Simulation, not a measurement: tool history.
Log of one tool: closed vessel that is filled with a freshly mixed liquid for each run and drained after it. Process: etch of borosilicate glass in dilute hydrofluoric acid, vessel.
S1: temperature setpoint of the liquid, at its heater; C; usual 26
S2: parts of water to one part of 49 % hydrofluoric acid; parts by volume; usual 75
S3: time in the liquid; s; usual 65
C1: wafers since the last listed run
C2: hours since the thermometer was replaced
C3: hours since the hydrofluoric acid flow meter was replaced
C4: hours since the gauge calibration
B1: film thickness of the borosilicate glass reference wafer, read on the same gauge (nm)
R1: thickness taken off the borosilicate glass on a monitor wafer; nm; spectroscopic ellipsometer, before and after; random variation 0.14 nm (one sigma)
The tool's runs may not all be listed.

run 1 hour=0 | S1=26 S2=75 S3=65 | C1=0 C2=2274.8 C3=581.4 C4=1948.1 | B1=99.99 | R1=39.41
run 2 hour=41.1 | S1=26 S2=75 S3=65 | C1=4343 C2=2315.9 C3=622.5 C4=1989.2 | B1=100.01 | R1=39.63
run 3 hour=65.1 | S1=26 S2=75 S3=65 | C1=2536 C2=2339.9 C3=646.5 C4=2013.2 | B1=100 | R1=39.77
run 4 hour=92.7 | S1=28.5 S2=105 S3=65 | C1=2916 C2=2367.5 C3=674.1 C4=2040.8 | B1=99.99 | R1=30.18
-- hour=109.9 hydrofluoric acid flow meter replaced
run 5 hour=134.1 | S1=26 S2=75 S3=65 | C1=4269 C2=2408.9 C3=24.2 C4=2082.2 | B1=100 | R1=38.76
run 6 hour=169.8 | S1=26 S2=75 S3=65 | C1=3772 C2=2444.6 C3=59.9 C4=2117.9 | B1=99.99 | R1=38.88
run 7 hour=207.9 | S1=26 S2=75 S3=55 | C1=4026 C2=2482.7 C3=98 C4=2156 | B1=99.99 | R1=32.87
run 8 hour=261.5 | S1=26 S2=75 S3=55 | C1=5664 C2=2536.3 C3=151.6 C4=2209.6 | B1=100.01 | R1=33.03
run 9 hour=317.6 | S1=26 S2=75 S3=55 | C1=5928 C2=2592.4 C3=207.7 C4=2265.7 | B1=99.99 | R1=32.9
run 10 hour=375.5 | S1=22.5 S2=75 S3=50 | C1=6118 C2=2650.3 C3=265.6 C4=2323.6 | B1=99.99 | R1=26.13
-- hour=422.1 thermometer replaced
run 11 hour=435.5 | S1=29 S2=75 S3=65 | C1=6235 C2=13.4 C3=325.6 C4=2383.6 | B1=100 | R1=43.69
run 12 hour=463.4 | S1=29 S2=75 S3=65 | C1=2948 C2=41.3 C3=353.5 C4=2411.5 | B1=99.99 | R1=44.05
-- hour=474.9 gauge calibrated
run 13 hour=515.9 | S1=26 S2=75 S3=65 | C1=5548 C2=93.8 C3=406 C4=41 | B1=100 | R1=39.23
run 14 hour=547.2 | S1=22 S2=110 S3=80 | C1=3307 C2=125.1 C3=437.3 C4=72.3 | B1=100 | R1=26.83
run 15 hour=586.1 | S1=26 S2=60 S3=65 | C1=4110 C2=164 C3=476.2 C4=111.2 | B1=99.99 | R1=50.17
run 16 hour=649.1 | S1=26 S2=75 S3=65 | C1=6657 C2=227 C3=539.2 C4=174.2 | B1=100 | R1=39.35
run 17 hour=777.1 | S1=30 S2=100 S3=80 | C1=13527 C2=355 C3=667.2 C4=302.2 | B1=99.99 | R1=41.32
-- hour=794.7 hydrofluoric acid flow meter replaced
run 18 hour=825.2 | S1=24 S2=75 S3=65 | C1=4977 C2=403.1 C3=30.5 C4=350.3 | B1=100 | R1=35.75
run 19 hour=850.8 | S1=26 S2=75 S3=65 | C1=2705 C2=428.7 C3=56.1 C4=375.9 | B1=100.01 | R1=38.61
run 20 hour=895.5 | S1=26 S2=50 S3=65 | C1=4723 C2=473.4 C3=100.8 C4=420.6 | B1=99.99 | R1=60.19
run 21 hour=931 | S1=26 S2=105 S3=65 | C1=3751 C2=508.9 C3=136.3 C4=456.1 | B1=100 | R1=26.76
run 22 hour=994.2 | S1=26 S2=50 S3=95 | C1=6678 C2=572.1 C3=199.5 C4=519.3 | B1=99.98 | R1=88.15
run 23 hour=1051.3 | S1=27.5 S2=55 S3=55 | C1=6034 C2=629.2 C3=256.6 C4=576.4 | B1=99.99 | R1=49.45
run 24 hour=1095.4 | S1=26 S2=75 S3=65 | C1=4660 C2=673.3 C3=300.7 C4=620.5 | B1=100 | R1=39.01
run 25 hour=1165.9 | S1=21 S2=105 S3=50 | C1=7450 C2=743.8 C3=371.2 C4=691 | B1=100.01 | R1=17.08
run 26 hour=1224 | S1=26 S2=75 S3=65 | C1=6139 C2=801.9 C3=429.3 C4=749.1 | B1=100 | R1=39.22
run 27 hour=1288.9 | S1=26 S2=100 S3=65 | C1=6858 C2=866.8 C3=494.2 C4=814 | B1=100 | R1=28.71
run 28 hour=1340.3 | S1=22 S2=75 S3=50 | C1=5431 C2=918.2 C3=545.6 C4=865.4 | B1=99.99 | R1=25.9
run 29 hour=1387 | S1=29 S2=105 S3=50 | C1=4935 C2=964.9 C3=592.3 C4=912.1 | B1=100.01 | R1=23.42
run 30 hour=1411.1 | S1=30 S2=110 S3=100 | C1=2546 C2=989 C3=616.4 C4=936.2 | B1=100.01 | R1=46.46
run 31 hour=1435.5 | S1=26 S2=40 S3=95 | C1=2578 C2=1013.4 C3=640.8 C4=960.6 | B1=100.01 | R1=113.7
run 32 hour=1467.1 | S1=29.5 S2=75 S3=35 | C1=3339 C2=1045 C3=672.4 C4=992.2 | B1=100 | R1=24.54
run 33 hour=1503.3 | S1=23 S2=50 S3=95 | C1=3825 C2=1081.2 C3=708.6 C4=1028.4 | B1=99.99 | R1=79.53
-- hour=1517.3 hydrofluoric acid flow meter replaced
run 34 hour=1560.2 | S1=26 S2=75 S3=65 | C1=5907 C2=1138.1 C3=42.9 C4=1085.3 | B1=100.01 | R1=38.67

Measured less the same run without the tool's hidden state. The same run-to-run variation is in both; the gauge's scatter may not be:
The hidden state here: liquid hotter than its thermometer reads (K); hydrofluoric acid flow above the setpoint (%); gauge reads high (%).
run=1 R1=+0.98
run=2 R1=+1.05
run=3 R1=+1.08
run=4 R1=+0.89
run=5 R1=+0.06
run=6 R1=+0.11
run=7 R1=+0.14
run=8 R1=+0.2
run=9 R1=+0.27
run=10 R1=+0.27
run=11 R1=+0.55
run=12 R1=+0.61
run=13 R1=+0.6
run=14 R1=+0.45
run=15 R1=+0.88
run=16 R1=+0.8
run=17 R1=+1.06
run=18 R1=+0.17
run=19 R1=+0.22
run=20 R1=+0.44
run=21 R1=+0.24
run=22 R1=+0.94
run=23 R1=+0.63
run=24 R1=+0.57
run=25 R1=+0.29
run=26 R1=+0.76
run=27 R1=+0.63
run=28 R1=+0.61
run=29 R1=+0.61
run=30 R1=+1.26
run=31 R1=+2.91
run=32 R1=+0.69
run=33 R1=+2.24
run=34 R1=+0.17

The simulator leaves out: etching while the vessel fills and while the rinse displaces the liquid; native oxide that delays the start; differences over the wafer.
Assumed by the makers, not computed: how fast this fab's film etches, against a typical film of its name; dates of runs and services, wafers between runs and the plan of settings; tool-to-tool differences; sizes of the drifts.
